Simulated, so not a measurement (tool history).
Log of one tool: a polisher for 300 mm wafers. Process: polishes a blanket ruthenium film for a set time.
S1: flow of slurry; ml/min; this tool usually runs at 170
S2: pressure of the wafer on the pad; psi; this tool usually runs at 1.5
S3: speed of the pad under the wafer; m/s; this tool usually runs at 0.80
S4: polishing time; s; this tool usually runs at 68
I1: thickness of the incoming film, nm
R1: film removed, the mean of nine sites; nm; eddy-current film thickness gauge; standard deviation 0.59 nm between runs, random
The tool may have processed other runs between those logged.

run     day   S1   S2    S3  S4     I1    R1
  1   0.000  170  1.5  0.80  57  325.6  33.3
  2   0.421  170  1.5  0.80  57  328.0  32.8
  3   0.892  170  1.5  0.80  68  329.2  40.6
      1.221  -- worn pad replaced by a new one
  4   1.371  170  1.5  0.80  68  325.6  39.1
  5   1.750  170  1.5  0.80  68  334.8  38.6
  6   2.471  205  1.5  0.80  68  328.2  41.9
  7   2.850  170  1.5  0.80  68  329.8  38.9
  8   3.221  170  1.5  0.80  68  330.3  38.8
  9   3.496  200  1.6  0.80  68  327.8  41.4
 10   3.879  200  1.6  0.80  68  325.1  42.1
 11   5.029  185  1.5  0.80  84  330.5  48.9
 12   5.554  185  1.5  0.80  84  325.3  48.6
      5.838  -- worn pad replaced by a new one
 13   6.246  185  1.5  0.80  84  333.4  48.1
 14   7.250  170  1.5  0.80  68  325.6  39.0
 15   7.804  170  1.5  0.80  68  332.7  37.8
 16   8.162  170  1.1  0.80  68  331.7  30.3
 17   8.904  170  1.8  0.80  89  327.6  58.4
 18   9.375  115  1.5  0.62  68  323.9  28.9
 19   9.975  220  2.0  0.80  47  330.4  36.0
     10.379  -- worn pad replaced by a new one
 20  10.462  115  1.5  0.80  68  332.0  35.9
 21  10.908  170  1.5  0.80  68  334.7  38.2
     11.671  -- slurry nozzle cleaned
 22  11.692  225  1.2  0.80  68  330.1  33.7
 23  13.796  170  1.5  0.80  68  331.6  37.9
     14.617  -- worn pad replaced by a new one
 24  14.800  225  1.9  0.68  68  333.1  41.5
 25  15.471  170  1.5  0.80  68  329.7  38.4
 26  15.746  170  1.5  0.80  54  328.1  30.3
 27  16.408  195  1.5  0.96  68  331.0  45.3

Predict the results of run 28:
     16.592  -- head pressure recalibrated
 28  16.712  170  1.5  0.80  54  322.9   ?

{"run 28": {"R1": 33.9}}
Take away the tool's hidden state, keep the run-to-run variation as it was, and the same run would have given R1 33.8 nm.
